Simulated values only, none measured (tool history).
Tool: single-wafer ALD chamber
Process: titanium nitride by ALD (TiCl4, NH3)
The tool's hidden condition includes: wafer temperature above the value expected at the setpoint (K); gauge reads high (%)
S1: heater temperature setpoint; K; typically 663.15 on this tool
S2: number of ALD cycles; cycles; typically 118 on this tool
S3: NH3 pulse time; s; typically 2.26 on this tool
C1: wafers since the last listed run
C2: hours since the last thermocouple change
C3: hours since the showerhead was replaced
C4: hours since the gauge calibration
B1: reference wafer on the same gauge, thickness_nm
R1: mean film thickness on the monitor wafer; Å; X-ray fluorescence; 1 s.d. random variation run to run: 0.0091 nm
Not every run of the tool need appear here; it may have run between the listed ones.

run	hour	S1	S2	S3	C1	C2	C3	C4	B1	R1
1	0	667.15	128	2.26	0	1377.6	6103.2	329.6	2.798	27.89
2	67.9	667.15	128	2.26	178	1445.5	6171.1	397.5	2.795	27.58
3	124.9	667.15	128	2.26	149	1502.5	6228.1	454.5	2.793	27.77
4	177.1	663.15	125	2.26	137	1554.7	6280.3	506.7	2.795	27.04
# hour 221.9: gauge calibrated
5	235.6	663.15	125	2.26	153	1613.2	6338.8	13.7	2.845	27.59
# hour 292.4: showerhead replaced
6	292.9	663.15	118	2.26	129	1670.5	0.5	71	2.825	25.77
7	352.7	663.15	118	2.26	157	1730.3	60.3	130.8	2.818	25.95
# hour 384.3: thermocouple changed; heater temperature recalibrated
8	392.4	677.15	97	2.66	83	8.1	100	170.5	2.812	21.36
9	437.1	676.15	102	2.57	117	52.8	144.7	215.2	2.805	22.28
10	480	663.15	125	2.26	112	95.7	187.6	258.1	2.805	27.06
11	539.9	663.15	126	2.26	157	155.6	247.5	318	2.795	27.3
12	603.2	663.15	109	1.96	166	218.9	310.8	381.3	2.792	23.51
13	628	663.15	118	2.26	65	243.7	335.6	406.1	2.788	25.57
14	689.9	671.15	118	2.26	162	305.6	397.5	468	2.787	25.69

Below are 5 alternative next runs, each starting from the tool's condition after run 14. Predict each:
A	690.6	663.15	118	1.5	1	306.3	398.2	468.7	?	?
B	690.6	676.15	118	2.26	1	306.3	398.2	468.7	?	?
C	690.6	653.15	109	1.59	1	306.3	398.2	468.7	?	?
D	690.6	671.15	135	1.86	1	306.3	398.2	468.7	?	?
E	690.6	663.15	95	2.91	1	306.3	398.2	468.7	?	?

run	B1	R1
A	2.791	25.05
B	2.791	25.63
C	2.791	22.93
D	2.791	29.1
E	2.791	20.6
With no hidden state in the tool, these same runs would have given:
run	R1
A	25.61
B	26.2
C	23.44
D	29.75
E	21.06
